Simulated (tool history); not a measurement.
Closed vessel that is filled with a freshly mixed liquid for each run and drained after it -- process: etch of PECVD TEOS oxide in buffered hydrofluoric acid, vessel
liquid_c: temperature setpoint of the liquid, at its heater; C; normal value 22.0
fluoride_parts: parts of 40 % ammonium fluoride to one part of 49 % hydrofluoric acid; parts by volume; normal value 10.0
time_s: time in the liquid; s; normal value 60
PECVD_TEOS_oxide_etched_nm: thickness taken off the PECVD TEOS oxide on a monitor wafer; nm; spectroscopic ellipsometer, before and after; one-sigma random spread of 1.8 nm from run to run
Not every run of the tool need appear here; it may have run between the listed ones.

run	hour	liquid_c	fluoride_parts	time_s	read-back film thickness of the PECVD TEOS oxide reference wafer, read on the same gauge (nm)	PECVD_TEOS_oxide_etched_nm
1	0.0	22.0	10.0	60	69.98	252.90
2	71.7	22.0	10.0	60	70.02	257.54
# hour 108.8: thermometer replaced
# hour 124.5: hydrofluoric acid flow meter replaced
3	176.9	22.0	10.0	60	70.00	234.93
4	487.3	22.0	11.5	60	70.01	216.42
5	569.1	22.0	11.5	60	69.99	221.51
6	651.3	22.0	11.5	60	69.98	223.00
# hour 689.5: hydrofluoric acid flow meter replaced
# hour 756.8: thermometer replaced
7	851.3	22.0	10.0	35	70.01	139.17
# hour 902.4: gauge calibrated
8	954.4	22.0	10.0	35	69.97	140.59
9	1017.9	22.0	10.0	60	69.99	241.54
10	1114.1	22.0	13.0	60	70.02	191.29
# hour 1224.1: hydrofluoric acid flow meter replaced
11	1342.8	22.0	8.5	40	69.99	193.13
12	1389.6	26.5	10.0	50	70.00	274.20
13	1476.7	24.5	12.0	75	69.97	312.31
14	1531.5	22.0	10.0	60	70.01	260.74
# hour 1565.6: thermometer replaced
15	1634.6	22.0	10.0	60	69.97	237.31
# hour 1714.9: hydrofluoric acid flow meter replaced
16	1742.2	22.0	10.0	60	70.00	242.24
17	1781.8	25.0	10.0	60	70.02	284.17

Run 18 comes next. What will it give?
18	1818.2	20.5	10.0	60	?	?

read-back film thickness of the PECVD TEOS oxide reference wafer, read on the same gauge (nm): 70.02
PECVD_TEOS_oxide_etched_nm: 226.36 nm
If the tool had no hidden condition, the same run with the same run-to-run variation would have returned PECVD_TEOS_oxide_etched_nm 214.47 nm.
